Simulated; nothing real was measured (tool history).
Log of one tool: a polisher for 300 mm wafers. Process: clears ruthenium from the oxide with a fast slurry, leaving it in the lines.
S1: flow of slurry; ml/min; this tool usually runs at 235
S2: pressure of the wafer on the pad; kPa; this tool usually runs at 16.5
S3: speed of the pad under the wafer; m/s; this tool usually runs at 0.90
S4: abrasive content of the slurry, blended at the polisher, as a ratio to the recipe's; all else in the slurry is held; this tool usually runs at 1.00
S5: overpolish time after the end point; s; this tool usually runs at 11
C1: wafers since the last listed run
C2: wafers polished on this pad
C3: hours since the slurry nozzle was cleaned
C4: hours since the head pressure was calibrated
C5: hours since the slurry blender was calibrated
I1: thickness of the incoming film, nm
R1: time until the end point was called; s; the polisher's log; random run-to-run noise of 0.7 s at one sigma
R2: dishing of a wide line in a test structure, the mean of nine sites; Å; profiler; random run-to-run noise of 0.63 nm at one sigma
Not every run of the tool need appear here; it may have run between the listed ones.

Run 1, day 0.000: usual settings; C1 0; C2 37; C3 614.7; C4 3.6; C5 172.0; I1 227.9. Result: R1 74.9 s, R2 310 Å.
Run 2, day 0.642: usual settings; C1 164; C2 201; C3 630.1; C4 19.0; C5 187.4; I1 228.1. Result: R1 76.8 s, R2 286 Å.
Run 3, day 1.738: usual settings but S2 18.6 kPa, S5 8 s; C1 280; C2 481; C3 656.4; C4 45.3; C5 213.7; I1 231.2. Result: R1 71.9 s, R2 230 Å.
Run 4, day 2.546: usual settings but S1 305 ml/min, S2 18.6 kPa, S3 0.66 m/s, S4 0.80; C1 206; C2 688; C3 675.8; C4 64.7; C5 233.1; I1 226.8. Result: R1 91.7 s, R2 249 Å.
Run 5, day 3.138: usual settings but S4 1.05; C1 151; C2 839; C3 690.0; C4 78.9; C5 247.3; I1 233.1. Result: R1 78.1 s, R2 303 Å.
Run 6, day 4.533: usual settings but S1 290 ml/min, S3 0.98 m/s; C1 356; C2 1196; C3 723.5; C4 112.4; C5 280.8; I1 232.6. Result: R1 74.8 s, R2 307 Å.
At day 4.875: slurry blender recalibrated.
Run 7, day 5.821: usual settings; C1 307; C2 1504; C3 754.4; C4 143.3; C5 22.7; I1 231.6. Result: R1 77.0 s, R2 299 Å.
Run 8, day 7.029: usual settings but S2 12.4 kPa; C1 308; C2 1812; C3 783.4; C4 172.3; C5 51.7; I1 231.0. Result: R1 90.0 s, R2 268 Å.
At day 7.346: slurry nozzle cleaned.
Run 9, day 7.779: usual settings; C1 181; C2 1993; C3 10.4; C4 190.3; C5 69.7; I1 230.4. Result: R1 75.5 s, R2 307 Å.
Run 10, day 8.817: usual settings but S1 285 ml/min, S2 20.7 kPa, S4 1.10, S5 8 s; C1 265; C2 2259; C3 35.3; C4 215.2; C5 94.6; I1 231.8. Result: R1 62.6 s, R2 276 Å.
Run 11, day 10.217: usual settings but S2 20.0 kPa, S3 0.78 m/s, S4 1.20; C1 357; C2 2616; C3 68.9; C4 248.8; C5 128.2; I1 231.1. Result: R1 69.1 s, R2 328 Å.
Run 12, day 10.800: usual settings but S2 18.6 kPa, S4 1.20, S5 9 s; C1 149; C2 2765; C3 82.9; C4 262.8; C5 142.2; I1 230.3. Result: R1 66.4 s, R2 282 Å.
At day 11.617: worn pad replaced by a new one.
Run 13, day 11.804: usual settings but S3 1.08 m/s, S4 1.30, S5 17 s; C1 214; C2 47; C3 107.0; C4 286.9; C5 166.3; I1 230.9. Result: R1 61.6 s, R2 535 Å.
Run 14, day 12.567: usual settings but S3 1.12 m/s, S5 5 s; C1 194; C2 242; C3 125.3; C4 305.2; C5 184.6; I1 231.7. Result: R1 65.1 s, R2 161 Å.
Run 15, day 13.083: usual settings but S2 12.4 kPa, S4 1.15; C1 132; C2 374; C3 137.7; C4 317.6; C5 197.0; I1 227.9. Result: R1 88.2 s, R2 259 Å.
Run 16, day 14.129: usual settings but S3 0.74 m/s, S5 5 s; C1 267; C2 641; C3 162.8; C4 342.7; C5 222.1; I1 228.8. Result: R1 89.3 s, R2 122 Å.
At day 14.738: head pressure recalibrated.
Run 17, day 14.946: usual settings but S4 1.10, S5 15 s; C1 187; C2 829; C3 182.4; C4 5.0; C5 241.7; I1 225.3. Result: R1 75.5 s, R2 418 Å.
Run 18, day 16.358: usual settings but S1 155 ml/min, S2 19.3 kPa, S3 1.16 m/s, S5 13 s; C1 361; C2 1190; C3 216.3; C4 38.9; C5 275.6; I1 233.6. Result: R1 62.4 s, R2 451 Å.
At day 16.925: slurry blender recalibrated.
Run 19, day 17.642: usual settings but S1 285 ml/min, S4 0.85; C1 306; C2 1496; C3 247.1; C4 69.7; C5 17.2; I1 225.4. Result: R1 77.2 s, R2 298 Å.
Run 20, day 18.775: usual settings but S1 295 ml/min, S4 0.75; C1 289; C2 1786; C3 274.3; C4 96.9; C5 44.4; I1 229.4. Result: R1 81.7 s, R2 280 Å.
Run 21, day 20.262: usual settings but S1 170 ml/min, S4 1.25, S5 16 s; C1 380; C2 2166; C3 310.0; C4 132.6; C5 80.1; I1 230.4. Result: R1 73.6 s, R2 460 Å.
Run 22, day 20.862: usual settings; C1 153; C2 2320; C3 324.4; C4 147.0; C5 94.5; I1 227.4. Result: R1 73.6 s, R2 315 Å.
At day 22.033: worn pad replaced by a new one.
Run 23, day 22.188: usual settings but S1 185 ml/min, S3 1.20 m/s, S5 15 s; C1 296; C2 39; C3 356.2; C4 178.8; C5 126.3; I1 228.2. Result: R1 62.5 s, R2 470 Å.
Run 24, day 23.500: usual settings but S1 210 ml/min, S3 1.02 m/s; C1 335; C2 374; C3 387.7; C4 210.3; C5 157.8; I1 230.4. Result: R1 71.5 s, R2 324 Å.
Run 25, day 25.817: usual settings; C1 592; C2 966; C3 443.3; C4 265.9; C5 213.4; I1 230.2. Result: R1 78.3 s, R2 296 Å.
Run 26, day 26.396: usual settings but S1 260 ml/min, S3 0.78 m/s, S5 14 s; C1 148; C2 1114; C3 457.2; C4 279.8; C5 227.3; I1 225.6. Result: R1 85.4 s, R2 322 Å.
Run 27, day 26.904: usual settings; C1 129; C2 1244; C3 469.4; C4 292.0; C5 239.5; I1 234.7. Result: R1 80.3 s, R2 308 Å.

Alternative continuations, all from the tool just after run 27; predict every row:
Run A, day 26.925: usual settings; C1 5; C2 1250; C3 469.9; C4 292.5; C5 240.0; I1 234.0. Result: R1 ?, R2 ?.
Run B, day 26.925: usual settings but S1 315 ml/min, S2 14.5 kPa, S3 0.64 m/s, S5 14 s; C1 5; C2 1250; C3 469.9; C4 292.5; C5 240.0; I1 234.0. Result: R1 ?, R2 ?.
Run C, day 26.925: usual settings but S1 195 ml/min; C1 5; C2 1250; C3 469.9; C4 292.5; C5 240.0; I1 234.0. Result: R1 ?, R2 ?.
Run D, day 26.925: usual settings but S1 190 ml/min, S2 11.7 kPa, S5 13 s; C1 5; C2 1250; C3 469.9; C4 292.5; C5 240.0; I1 234.0. Result: R1 ?, R2 ?.
Run E, day 26.925: usual settings but S1 280 ml/min, S2 20.7 kPa, S3 1.02 m/s, S5 16 s; C1 5; C2 1250; C3 469.9; C4 292.5; C5 240.0; I1 234.0. Result: R1 ?, R2 ?.

run     R1   R2
  A   79.5  293
  B  106.1  280
  C   80.6  289
  D  100.1  276
  E   61.7  520
The same runs, with their run-to-run variation unchanged, on a tool lacking any hidden condition would have given:
run     R1   R2
  A   75.5  308
  B  100.8  294
  C   76.5  304
  D   95.0  290
  E   58.6  544
